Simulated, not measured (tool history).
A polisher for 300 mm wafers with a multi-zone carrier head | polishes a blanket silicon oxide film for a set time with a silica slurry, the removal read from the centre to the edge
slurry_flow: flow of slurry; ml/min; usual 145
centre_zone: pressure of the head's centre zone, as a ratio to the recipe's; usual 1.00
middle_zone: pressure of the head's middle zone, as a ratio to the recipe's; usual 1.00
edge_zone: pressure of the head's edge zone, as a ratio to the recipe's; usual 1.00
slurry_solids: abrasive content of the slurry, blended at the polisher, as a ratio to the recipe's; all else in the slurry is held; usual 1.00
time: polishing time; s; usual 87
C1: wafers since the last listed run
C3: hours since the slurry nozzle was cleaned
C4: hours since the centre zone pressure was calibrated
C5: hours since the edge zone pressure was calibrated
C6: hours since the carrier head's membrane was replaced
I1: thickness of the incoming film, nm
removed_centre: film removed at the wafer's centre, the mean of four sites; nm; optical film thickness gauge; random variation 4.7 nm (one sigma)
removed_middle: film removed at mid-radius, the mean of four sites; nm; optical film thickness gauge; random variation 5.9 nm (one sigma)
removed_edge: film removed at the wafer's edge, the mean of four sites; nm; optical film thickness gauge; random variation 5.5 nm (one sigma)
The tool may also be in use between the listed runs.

run 1 hour=0.0 | slurry_flow=145 centre_zone=1.00 middle_zone=0.89 edge_zone=1.00 slurry_solids=1.00 time=77 | C1=0 wafers_polished_on_this_pad=523 C3=139.3 C4=1387.2 C5=516.3 C6=132.8 | I1=1267.7 | removed_centre=435.1 removed_middle=359.8 removed_edge=373.0
-- hour=30.4 centre zone pressure recalibrated
run 2 hour=31.2 | slurry_flow=145 centre_zone=1.00 middle_zone=1.00 edge_zone=1.00 slurry_solids=1.00 time=87 | C1=165 wafers_polished_on_this_pad=689 C3=170.5 C4=0.8 C5=547.5 C6=164.0 | I1=1279.4 | removed_centre=435.2 removed_middle=445.2 removed_edge=429.3
run 3 hour=59.5 | slurry_flow=170 centre_zone=1.00 middle_zone=1.00 edge_zone=1.00 slurry_solids=1.00 time=87 | C1=160 wafers_polished_on_this_pad=849 C3=198.8 C4=29.1 C5=575.8 C6=192.3 | I1=1300.6 | removed_centre=454.6 removed_middle=454.3 removed_edge=427.3
run 4 hour=76.3 | slurry_flow=125 centre_zone=1.00 middle_zone=1.11 edge_zone=0.93 slurry_solids=1.00 time=87 | C1=95 wafers_polished_on_this_pad=945 C3=215.6 C4=45.9 C5=592.6 C6=209.1 | I1=1288.8 | removed_centre=423.0 removed_middle=468.7 removed_edge=392.3
run 5 hour=103.6 | slurry_flow=145 centre_zone=1.00 middle_zone=1.00 edge_zone=1.00 slurry_solids=1.00 time=59 | C1=154 wafers_polished_on_this_pad=1100 C3=242.9 C4=73.2 C5=619.9 C6=236.4 | I1=1282.5 | removed_centre=301.3 removed_middle=299.6 removed_edge=288.6
-- hour=112.6 worn pad replaced by a new one
run 6 hour=135.0 | slurry_flow=175 centre_zone=1.06 middle_zone=1.00 edge_zone=0.94 slurry_solids=1.00 time=115 | C1=155 wafers_polished_on_this_pad=127 C3=274.3 C4=104.6 C5=651.3 C6=267.8 | I1=1285.8 | removed_centre=622.0 removed_middle=602.8 removed_edge=564.7
run 7 hour=152.0 | slurry_flow=145 centre_zone=1.00 middle_zone=1.00 edge_zone=0.89 slurry_solids=0.70 time=87 | C1=96 wafers_polished_on_this_pad=223 C3=291.3 C4=121.6 C5=668.3 C6=284.8 | I1=1293.3 | removed_centre=397.6 removed_middle=400.2 removed_edge=356.5
run 8 hour=164.7 | slurry_flow=165 centre_zone=1.00 middle_zone=1.11 edge_zone=1.00 slurry_solids=1.15 time=87 | C1=72 wafers_polished_on_this_pad=295 C3=304.0 C4=134.3 C5=681.0 C6=297.5 | I1=1290.8 | removed_centre=462.3 removed_middle=511.1 removed_edge=447.3
run 9 hour=188.0 | slurry_flow=145 centre_zone=1.00 middle_zone=1.00 edge_zone=1.00 slurry_solids=1.00 time=87 | C1=132 wafers_polished_on_this_pad=428 C3=327.3 C4=157.6 C5=704.3 C6=320.8 | I1=1263.2 | removed_centre=449.0 removed_middle=430.0 removed_edge=410.7
run 10 hour=200.7 | slurry_flow=145 centre_zone=1.09 middle_zone=1.00 edge_zone=1.00 slurry_solids=1.00 time=100 | C1=72 wafers_polished_on_this_pad=500 C3=340.0 C4=170.3 C5=717.0 C6=333.5 | I1=1284.0 | removed_centre=545.4 removed_middle=515.5 removed_edge=491.0
-- hour=221.1 edge zone pressure recalibrated
run 11 hour=225.9 | slurry_flow=145 centre_zone=1.00 middle_zone=1.00 edge_zone=0.90 slurry_solids=1.25 time=87 | C1=131 wafers_polished_on_this_pad=631 C3=365.2 C4=195.5 C5=4.8 C6=358.7 | I1=1270.4 | removed_centre=469.2 removed_middle=471.1 removed_edge=431.8
-- hour=242.5 slurry nozzle cleaned
run 12 hour=247.7 | slurry_flow=125 centre_zone=1.04 middle_zone=1.00 edge_zone=1.00 slurry_solids=1.00 time=57 | C1=118 wafers_polished_on_this_pad=749 C3=5.2 C4=217.3 C5=26.6 C6=380.5 | I1=1262.6 | removed_centre=292.8 removed_middle=278.1 removed_edge=275.0
run 13 hour=262.2 | slurry_flow=145 centre_zone=1.00 middle_zone=1.00 edge_zone=1.06 slurry_solids=1.25 time=96 | C1=82 wafers_polished_on_this_pad=832 C3=19.7 C4=231.8 C5=41.1 C6=395.0 | I1=1262.0 | removed_centre=526.1 removed_middle=533.2 removed_edge=525.7
run 14 hour=275.9 | slurry_flow=145 centre_zone=1.00 middle_zone=0.92 edge_zone=1.00 slurry_solids=1.00 time=87 | C1=77 wafers_polished_on_this_pad=909 C3=33.4 C4=245.5 C5=54.8 C6=408.7 | I1=1268.1 | removed_centre=435.9 removed_middle=406.4 removed_edge=431.7
-- hour=297.2 worn pad replaced by a new one
run 15 hour=303.6 | slurry_flow=145 centre_zone=1.00 middle_zone=1.00 edge_zone=1.00 slurry_solids=1.10 time=87 | C1=134 wafers_polished_on_this_pad=36 C3=61.1 C4=273.2 C5=82.5 C6=436.4 | I1=1267.1 | removed_centre=454.2 removed_middle=451.9 removed_edge=442.4
run 16 hour=316.3 | slurry_flow=125 centre_zone=1.00 middle_zone=1.00 edge_zone=1.00 slurry_solids=1.00 time=87 | C1=72 wafers_polished_on_this_pad=108 C3=73.8 C4=285.9 C5=95.2 C6=449.1 | I1=1275.0 | removed_centre=428.0 removed_middle=436.9 removed_edge=406.1
run 17 hour=345.7 | slurry_flow=145 centre_zone=1.00 middle_zone=1.00 edge_zone=1.00 slurry_solids=1.00 time=87 | C1=166 wafers_polished_on_this_pad=275 C3=103.2 C4=315.3 C5=124.6 C6=478.5 | I1=1279.1 | removed_centre=450.3 removed_middle=437.0 removed_edge=421.7
run 18 hour=366.2 | slurry_flow=145 centre_zone=0.91 middle_zone=1.00 edge_zone=1.00 slurry_solids=1.20 time=76 | C1=116 wafers_polished_on_this_pad=391 C3=123.7 C4=335.8 C5=145.1 C6=499.0 | I1=1296.0 | removed_centre=372.5 removed_middle=393.8 removed_edge=384.3
run 19 hour=387.4 | slurry_flow=145 centre_zone=1.00 middle_zone=1.00 edge_zone=0.95 slurry_solids=0.80 time=79 | C1=120 wafers_polished_on_this_pad=511 C3=144.9 C4=357.0 C5=166.3 C6=520.2 | I1=1301.9 | removed_centre=383.3 removed_middle=377.6 removed_edge=352.0
run 20 hour=400.6 | slurry_flow=145 centre_zone=1.00 middle_zone=1.00 edge_zone=1.00 slurry_solids=1.00 time=87 | C1=74 wafers_polished_on_this_pad=586 C3=158.1 C4=370.2 C5=179.5 C6=533.4 | I1=1272.0 | removed_centre=449.6 removed_middle=441.6 removed_edge=410.7
run 21 hour=423.0 | slurry_flow=145 centre_zone=1.00 middle_zone=0.96 edge_zone=1.00 slurry_solids=1.00 time=87 | C1=127 wafers_polished_on_this_pad=713 C3=180.5 C4=392.6 C5=201.9 C6=555.8 | I1=1301.9 | removed_centre=443.6 removed_middle=425.0 removed_edge=419.7
run 22 hour=454.8 | slurry_flow=165 centre_zone=0.96 middle_zone=1.00 edge_zone=0.95 slurry_solids=1.00 time=87 | C1=180 wafers_polished_on_this_pad=894 C3=212.3 C4=424.4 C5=233.7 C6=587.6 | I1=1261.0 | removed_centre=440.2 removed_middle=446.4 removed_edge=416.3

Forecast each of these 4 alternatives for the next run:
run A hour=455.3 | slurry_flow=145 centre_zone=1.00 middle_zone=1.00 edge_zone=1.00 slurry_solids=1.00 time=87 | C1=2 wafers_polished_on_this_pad=897 C3=212.8 C4=424.9 C5=234.2 C6=588.1 | I1=1298.5 | removed_centre=? removed_middle=? removed_edge=?
run B hour=455.3 | slurry_flow=105 centre_zone=1.00 middle_zone=1.00 edge_zone=1.00 slurry_solids=1.00 time=77 | C1=2 wafers_polished_on_this_pad=897 C3=212.8 C4=424.9 C5=234.2 C6=588.1 | I1=1298.5 | removed_centre=? removed_middle=? removed_edge=?
run C hour=455.3 | slurry_flow=145 centre_zone=1.00 middle_zone=1.00 edge_zone=0.96 slurry_solids=1.00 time=87 | C1=2 wafers_polished_on_this_pad=897 C3=212.8 C4=424.9 C5=234.2 C6=588.1 | I1=1298.5 | removed_centre=? removed_middle=? removed_edge=?
run D hour=455.3 | slurry_flow=190 centre_zone=0.90 middle_zone=1.00 edge_zone=1.00 slurry_solids=1.00 time=77 | C1=2 wafers_polished_on_this_pad=897 C3=212.8 C4=424.9 C5=234.2 C6=588.1 | I1=1298.5 | removed_centre=? removed_middle=? removed_edge=?

run=A removed_centre=452.6 removed_middle=445.7 removed_edge=424.6
run=B removed_centre=364.1 removed_middle=362.8 removed_edge=354.6
run=C removed_centre=452.6 removed_middle=445.7 removed_edge=417.1
run=D removed_centre=385.5 removed_middle=414.8 removed_edge=389.6
Without the tool's hidden state the same runs would have given:
run=A removed_centre=439.3 removed_middle=445.7 removed_edge=424.6
run=B removed_centre=353.3 removed_middle=362.9 removed_edge=354.6
run=C removed_centre=439.3 removed_middle=445.7 removed_edge=417.1
run=D removed_centre=374.0 removed_middle=414.8 removed_edge=389.6

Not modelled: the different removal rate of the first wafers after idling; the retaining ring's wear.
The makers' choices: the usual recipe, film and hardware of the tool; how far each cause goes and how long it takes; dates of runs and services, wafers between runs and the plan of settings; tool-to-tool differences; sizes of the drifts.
